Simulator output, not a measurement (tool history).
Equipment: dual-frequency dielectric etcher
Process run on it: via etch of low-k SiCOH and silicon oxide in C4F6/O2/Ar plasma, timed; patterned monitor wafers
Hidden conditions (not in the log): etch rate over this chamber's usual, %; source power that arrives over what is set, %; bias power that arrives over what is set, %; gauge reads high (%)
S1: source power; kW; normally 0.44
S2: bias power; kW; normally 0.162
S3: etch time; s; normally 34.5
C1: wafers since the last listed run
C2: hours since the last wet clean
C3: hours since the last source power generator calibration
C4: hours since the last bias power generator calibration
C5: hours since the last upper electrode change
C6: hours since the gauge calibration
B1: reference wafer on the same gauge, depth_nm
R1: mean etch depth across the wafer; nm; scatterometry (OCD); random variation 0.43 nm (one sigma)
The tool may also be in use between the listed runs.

run   hour    S1     S2    S3   C1     C2      C3      C4      C5     C6    B1    R1
  1      0  0.44  0.162  34.5    0   42.6  3029.1  3794.2  2648.8    382  83.8  80.6
  2   34.6  0.41  0.162  34.5  459   77.2  3063.7  3828.8  2683.4  416.6  83.8  78.6
  3   52.4  0.41  0.162  34.5  236     95  3081.5  3846.6  2701.2  434.4  83.9  79.7
  4   78.3  0.44  0.162    32  343  120.9  3107.4  3872.5  2727.1  460.3  83.8  74.1
  5   95.4  0.44  0.162    32  226    138  3124.5  3889.6  2744.2  477.4  83.8  73.2
  6  111.3  0.44  0.162    32  210  153.9  3140.4  3905.5  2760.1  493.3  83.9  72.8
  7  126.4  0.44  0.162  34.5  200    169  3155.5  3920.6  2775.2  508.4  83.7  78.8
     157.8  -- upper electrode replaced
  8  158.3  0.44  0.162  34.5  104  200.9  3187.4  3952.5     0.5  540.3  83.7    79
  9  159.7  0.44  0.162  34.5   18  202.3  3188.8  3953.9     1.9  541.7  83.9  78.4
 10  178.8  0.44  0.162  34.5  253  221.4  3207.9    3973      21  560.8  83.9  78.7
 11  213.8  0.44  0.162  34.5  464  256.4  3242.9    4008      56  595.8  83.9  77.9
 12  233.5  0.41  0.145    25  261  276.1  3262.6  4027.7    75.7  615.5  83.8  53.2
 13  250.4  0.41  0.141  41.5  224    293  3279.5  4044.6    92.6  632.4  83.8  87.7
 14    267  0.44    0.2  34.5  220  309.6  3296.1  4061.2   109.2    649  83.9  83.4
     287.3  -- source power generator calibrated
 15  287.8  0.52  0.162    38  222  330.4     0.5    4082     130  669.8  83.9  87.8
       298  -- bias power generator calibrated
 16  312.4  0.51   0.14  34.5  273    355    25.1    14.4   154.6  694.4  83.7  74.7
     360.9  -- wet clean of the chamber
 17  361.4  0.48  0.131    30  331    0.5    74.1    63.4   203.6  743.4  83.7  66.6
 18  361.8  0.55   0.13  34.5    5    0.9    74.5    63.8     204  743.8  83.9  77.5
 19  363.2  0.39  0.179  25.5   18    2.3    75.9    65.2   205.4  745.2  83.6  60.3
 20  387.4  0.44  0.129    45  321   26.5   100.1    89.4   229.6  769.4  83.7  97.8
     400.4  -- gauge calibrated
 21  422.3  0.44  0.162  34.5  463   61.4     135   124.3   264.5   21.9  83.8  80.7
 22  435.6  0.38  0.198  31.5  176   74.7   148.3   137.6   277.8   35.2  83.9  76.9
 23  471.5  0.44  0.198  34.5  476  110.6   184.2   173.5   313.7   71.1  83.8  85.7
 24  503.7  0.47  0.162    38  427  142.8   216.4   205.7   345.9  103.3  83.7    88
 25  539.7  0.44  0.162  34.5  477  178.8   252.4   241.7   381.9  139.3  83.8  78.6
 26    560  0.44  0.162  41.5  269  199.1   272.7     262   402.2  159.6  83.8    95
 27  575.6  0.44  0.176  37.5  206  214.7   288.3   277.6   417.8  175.2  83.8  87.8
 28  596.2  0.44  0.162  34.5  273  235.3   308.9   298.2   438.4  195.8  83.8  78.3
 29  616.1  0.41  0.202  30.5  264  255.2   328.8   318.1   458.3  215.7  83.8  73.2
 30  633.7  0.36  0.128    38  233  272.8   346.4   335.7   475.9  233.3  83.7  74.8

Here are 4 independent what-if runs from the current tool condition. What would each one return?
  A  634.1  0.44  0.162  34.5   5  273.2  346.8  336.1  476.3  233.7   ?   ?
  B  634.1  0.39  0.178  26.5   5  273.2  346.8  336.1  476.3  233.7   ?   ?
  C  634.1  0.44  0.187  34.5   5  273.2  346.8  336.1  476.3  233.7   ?   ?
  D  634.1  0.39  0.162  40.5   5  273.2  346.8  336.1  476.3  233.7   ?   ?

run    B1    R1
  A  83.7  77.2
  B  83.7    60
  C  83.7  81.4
  D  83.7  88.5
Without the tool's unlogged condition, the same runs would have read:
run    R1
  A  80.3
  B  62.4
  C  84.6
  D    92
